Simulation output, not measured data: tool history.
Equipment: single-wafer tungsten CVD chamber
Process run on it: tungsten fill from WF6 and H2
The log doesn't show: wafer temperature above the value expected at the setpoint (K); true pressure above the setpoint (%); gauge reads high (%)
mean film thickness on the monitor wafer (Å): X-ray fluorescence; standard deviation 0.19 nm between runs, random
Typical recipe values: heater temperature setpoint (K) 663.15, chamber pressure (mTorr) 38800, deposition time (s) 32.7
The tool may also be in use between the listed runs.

run	hour	heater temperature setpoint (K)	chamber pressure (mTorr)	deposition time (s)	wafers since the last listed run	hours since the last thermocouple change	hours since the last manometer calibration	hours since the showerhead was replaced	hours since the gauge calibration	read-back reference wafer on the same gauge, thickness_nm	mean film thickness on the monitor wafer (Å)
1	0	652.15	38800	32.7	0	1690	291.2	2223.2	14.2	89.924	707.94
2	14.8	652.15	38800	32.7	183	1704.8	306	2238	29	89.812	705.48
3	30.7	663.15	38800	32.7	197	1720.7	321.9	2253.9	44.9	89.908	857.82
4	47.8	663.15	38800	32.7	212	1737.8	339	2271	62	89.852	859.25
5	73.2	663.15	38800	32.7	315	1763.2	364.4	2296.4	87.4	89.883	859.29
6	98.1	669.15	41800	32.7	308	1788.1	389.3	2321.3	112.3	89.91	981.85
7	172.2	663.15	38800	32.7	919	1862.2	463.4	2395.4	186.4	89.891	860.16
8	207.6	663.15	38800	32.7	439	1897.6	498.8	2430.8	221.8	89.917	858.6
9	220.2	663.15	38800	32.7	156	1910.2	511.4	2443.4	234.4	89.886	861.08
10	238.1	663.15	38800	32.7	222	1928.1	529.3	2461.3	252.3	89.924	861.38
11	255.8	663.15	38800	32.7	219	1945.8	547	2479	270	89.932	861.39
12	272.8	663.15	38800	32.7	210	1962.8	564	2496	287	89.959	863
13	307.9	663.15	38800	32.7	435	1997.9	599.1	2531.1	322.1	89.931	865.77
14	325.8	663.15	38800	32.7	222	2015.8	617	2549	340	89.956	863.96
15	340.1	663.15	38800	32.7	177	2030.1	631.3	2563.3	354.3	89.855	865.15
16	353.4	663.15	38800	32.7	164	2043.4	644.6	2576.6	367.6	89.902	861.51
# hour 363.1: thermocouple changed; heater temperature recalibrated
17	368.2	656.15	44100	32.7	84	5.1	659.4	2591.4	382.4	89.869	839.22
18	390.8	669.15	41600	26.5	280	27.7	682	2614	405	89.928	826.51
19	423.8	663.15	38800	32.7	409	60.7	715	2647	438	89.88	896.07
20	438.4	678.15	38800	38	181	75.3	729.6	2661.6	452.6	89.817	1331.88
21	451.4	663.15	42900	29.7	161	88.3	742.6	2674.6	465.6	89.779	851.48
22	465.9	656.15	38800	39	179	102.8	757.1	2689.1	480.1	89.891	942.63
23	567	663.15	38800	32.7	1253	203.9	858.2	2790.2	581.2	89.88	896.14
24	591	663.15	42400	32.7	297	227.9	882.2	2814.2	605.2	89.874	934.76
25	612.8	659.15	48100	30.9	270	249.7	904	2836	627	89.916	872.76
26	642.5	663.15	31000	36.8	368	279.4	933.7	2865.7	656.7	89.868	903.84
# hour 684.7: showerhead replaced
# hour 698: capacitance manometer re-zeroed and calibrated
27	698.5	649.15	38800	32.7	496	335.4	0.5	13.8	712.7	89.885	672.24
# hour 700.7: gauge calibrated
28	797.9	663.15	38800	32.7	1232	434.8	99.9	113.2	97.2	89.916	861.5
29	826.9	670.15	38800	30.8	359	463.8	128.9	142.2	126.2	89.91	904.82
30	849.2	663.15	32800	37.8	276	486.1	151.2	164.5	148.5	89.9	914.6
31	861.2	649.15	31600	27.7	148	498.1	163.2	176.5	160.5	89.913	513.71
32	886.8	658.15	33400	39.1	317	523.7	188.8	202.1	186.1	89.851	875.46
33	921.5	654.15	45400	37	430	558.4	223.5	236.8	220.8	89.864	892.06

Here are 5 independent what-if runs from the current tool condition. What would each one return?
A	921.9	663.15	35600	32.7	4	558.8	223.9	237.2	221.2	?	?
B	921.9	663.15	38800	37.6	4	558.8	223.9	237.2	221.2	?	?
C	921.9	663.15	42800	32.7	4	558.8	223.9	237.2	221.2	?	?
D	921.9	673.15	46500	37.9	4	558.8	223.9	237.2	221.2	?	?
E	921.9	668.15	31600	32.7	4	558.8	223.9	237.2	221.2	?	?

run	read-back reference wafer on the same gauge, thickness_nm	mean film thickness on the monitor wafer (Å)
A	89.853	824.11
B	89.853	988.57
C	89.853	900.69
D	89.853	1283.51
E	89.853	845.61
With no hidden state in the tool, these same runs would have given:
run	mean film thickness on the monitor wafer (Å)
A	845.34
B	1014.03
C	923.86
D	1315.01
E	866.67
